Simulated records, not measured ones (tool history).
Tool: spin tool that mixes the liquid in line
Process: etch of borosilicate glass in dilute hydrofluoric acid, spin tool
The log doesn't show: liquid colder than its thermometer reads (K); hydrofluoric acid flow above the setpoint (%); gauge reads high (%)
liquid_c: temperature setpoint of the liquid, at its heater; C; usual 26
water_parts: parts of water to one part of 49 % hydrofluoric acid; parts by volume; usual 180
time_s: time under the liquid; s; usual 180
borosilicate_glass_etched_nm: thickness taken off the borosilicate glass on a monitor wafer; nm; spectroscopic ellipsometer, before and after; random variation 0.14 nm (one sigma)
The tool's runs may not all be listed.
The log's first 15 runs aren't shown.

| run | hour | liquid_c | water_parts | time_s | wafers since the last listed run | hours since the thermometer was replaced | hours since the hydrofluoric acid flow meter was replaced | hours since the gauge calibration | read-back film thickness of the borosilicate glass reference wafer, read on the same gauge (nm) | borosilicate_glass_etched_nm |
|---|---|---|---|---|---|---|---|---|---|---|
| 16 | 628.7 | 27.5 | 125 | 280 | 178 | 154.5 | 39.4 | 628.9 | 60 | 91.89 |
| 17 | 655 | 31 | 180 | 180 | 154 | 180.8 | 65.7 | 655.2 | 60.01 | 43.54 |
| 18 | 704.8 | 26 | 180 | 180 | 291 | 230.6 | 115.5 | 705 | 60.02 | 36.21 |
| 19 | 774.3 | 22.5 | 250 | 150 | 407 | 300.1 | 185 | 774.5 | 60.01 | 17.7 |
| 20 | 838.2 | 21.5 | 255 | 110 | 374 | 364 | 248.9 | 838.4 | 60 | 12.23 |
| 21 | 898.3 | 29 | 155 | 130 | 352 | 424.1 | 309 | 898.5 | 60 | 35.13 |
| 22 | 954.6 | 27.5 | 125 | 280 | 329 | 480.4 | 365.3 | 954.8 | 60 | 91.57 |
| 23 | 1003 | 26 | 180 | 180 | 283 | 528.8 | 413.7 | 1003.2 | 60.03 | 36.04 |
| 24 | 1058.2 | 28 | 260 | 130 | 323 | 584 | 468.9 | 1058.4 | 60.01 | 17.71 |
|  | 1102.1 | gauge calibrated |
| 25 | 1238.7 | 29 | 210 | 140 | 1057 | 764.5 | 649.4 | 136.6 | 60.03 | 25.89 |
| 26 | 1267.9 | 26 | 180 | 180 | 171 | 793.7 | 678.6 | 165.8 | 60.01 | 35.97 |
| 27 | 1338.5 | 26 | 240 | 180 | 413 | 864.3 | 749.2 | 236.4 | 59.97 | 25.23 |
| 28 | 1388.6 | 29.5 | 180 | 180 | 293 | 914.4 | 799.3 | 286.5 | 59.99 | 40.77 |
| 29 | 1451.5 | 30.5 | 140 | 90 | 368 | 977.3 | 862.2 | 349.4 | 59.99 | 28.41 |
| 30 | 1514.4 | 28.5 | 135 | 80 | 368 | 1040.2 | 925.1 | 412.3 | 60.01 | 24.37 |

4 ways to go on from here, each from the tool as it stands after run 30. What would each give?
| A | 1514.9 | 26 | 180 | 95 | 2 | 1040.7 | 925.6 | 412.8 | ? | ? |
| B | 1514.9 | 22.5 | 90 | 230 | 2 | 1040.7 | 925.6 | 412.8 | ? | ? |
| C | 1514.9 | 28 | 180 | 110 | 2 | 1040.7 | 925.6 | 412.8 | ? | ? |
| D | 1514.9 | 28.5 | 255 | 265 | 2 | 1040.7 | 925.6 | 412.8 | ? | ? |

| run | read-back film thickness of the borosilicate glass reference wafer, read on the same gauge (nm) | borosilicate_glass_etched_nm |
|---|---|---|
| A | 60.03 | 18.82 |
| B | 60.03 | 88.29 |
| C | 60.03 | 23.44 |
| D | 60.03 | 37.23 |
Without the tool's hidden state the same runs would have given:
| run | borosilicate_glass_etched_nm |
|---|---|
| A | 19.27 |
| B | 90.61 |
| C | 23.99 |
| D | 38.05 |
